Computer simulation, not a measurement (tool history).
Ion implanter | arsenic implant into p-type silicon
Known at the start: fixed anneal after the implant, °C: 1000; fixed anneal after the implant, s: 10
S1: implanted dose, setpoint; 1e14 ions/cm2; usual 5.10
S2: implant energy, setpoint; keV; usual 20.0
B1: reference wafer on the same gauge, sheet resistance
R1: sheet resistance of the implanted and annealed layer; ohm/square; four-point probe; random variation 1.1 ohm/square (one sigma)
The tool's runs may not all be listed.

run,hour,S1,S2,B1,R1
1,0.0,5.10,20.0,157.86,193.44
2,18.0,5.10,20.0,157.78,195.94
3,34.5,5.10,20.0,158.28,195.83
4,46.9,6.24,17.0,158.28,175.56
5,59.9,6.24,17.0,157.98,175.38
6,69.1,6.24,17.0,158.27,174.95
7,86.2,5.10,20.0,158.13,192.22
8,101.3,5.10,20.0,157.62,194.45
9,107.4,5.10,20.0,157.97,194.23
10,127.3,5.10,20.0,157.79,193.43
11,178.3,5.10,20.0,158.23,195.50
12,194.9,5.10,20.0,158.39,193.97
13,210.2,5.10,20.0,158.26,195.77
14,225.8,5.10,20.0,157.81,195.09
15,241.8,4.02,20.0,157.90,229.78
16,259.4,5.10,20.0,157.97,195.38
17,274.0,5.10,20.0,158.00,193.82
18,281.7,3.81,24.5,157.91,231.50
19,293.2,4.33,17.0,158.47,222.87
20,334.2,5.10,20.0,158.04,193.01
21,350.7,5.10,20.0,158.12,193.60
22,366.7,4.17,20.0,157.88,224.24
23,385.1,5.94,13.5,158.09,187.77
24,395.9,3.74,27.0,158.22,233.35
25,407.7,6.11,24.0,158.11,166.26
26,420.1,4.20,18.0,158.00,226.20
27,436.9,5.10,15.0,157.99,202.01
28,449.0,5.54,22.0,158.04,181.56
29,460.1,5.10,16.0,157.91,200.88
30,474.2,3.77,16.0,157.54,248.47
31,489.9,5.10,15.0,157.82,203.84
32,502.8,5.10,20.0,158.20,194.87
33,552.2,5.10,20.0,158.07,193.59
34,568.9,4.15,17.0,158.53,229.55
35,581.4,5.10,20.0,158.04,194.68
36,590.6,4.26,20.0,157.79,220.66
37,614.1,3.74,27.0,157.98,230.58
38,622.7,5.10,16.5,158.53,201.43

Taken out of this log: 4 entries between the listed runs. Where each belongs, and how the hidden state differs across it:
Between runs 14 and 15: extraction supply calibrated (hour 234.5)
  no hidden state differs between the two runs
Between runs 15 and 16: gauge calibrated (hour 252.9)
  no hidden state differs between the two runs
Between runs 22 and 23: Faraday cup replaced and dose calibrated (hour 384.6)
  no hidden state differs between the two runs
Between runs 33 and 34: gauge calibrated (hour 565.7)
  no hidden state differs between the two runs
